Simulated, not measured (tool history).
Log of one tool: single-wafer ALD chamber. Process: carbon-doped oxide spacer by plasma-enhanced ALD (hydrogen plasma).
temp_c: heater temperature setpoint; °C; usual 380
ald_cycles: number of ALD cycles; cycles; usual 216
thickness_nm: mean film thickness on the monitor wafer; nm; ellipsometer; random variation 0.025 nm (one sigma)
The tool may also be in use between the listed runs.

run	hour	temp_c	ald_cycles	read-back reference wafer on the same gauge, thickness_nm	thickness_nm
1	0.0	380	216	10.302	10.110
# hour 7.8: gauge calibrated
2	89.9	380	216	10.295	10.105
3	128.8	380	216	10.296	10.139
4	187.9	380	216	10.298	10.067
5	504.4	380	216	10.303	10.104
# hour 644.2: thermocouple changed; heater temperature recalibrated
6	736.1	380	234	10.304	11.032
7	983.9	380	234	10.300	10.977
8	1272.7	380	234	10.305	10.980
9	1533.4	380	216	10.297	10.114
# hour 1559.6: gauge calibrated
10	1572.0	380	234	10.297	10.973
11	1639.3	386	229	10.307	10.751
12	1677.4	386	216	10.298	10.164

The next listed run, before its measurement:
13	1778.9	371	178	?	?

{"run 13": {"read-back reference wafer on the same gauge, thickness_nm": 10.303, "thickness_nm": 8.35}}
Without the tool's hidden state the same run would have given thickness_nm 8.350 nm.

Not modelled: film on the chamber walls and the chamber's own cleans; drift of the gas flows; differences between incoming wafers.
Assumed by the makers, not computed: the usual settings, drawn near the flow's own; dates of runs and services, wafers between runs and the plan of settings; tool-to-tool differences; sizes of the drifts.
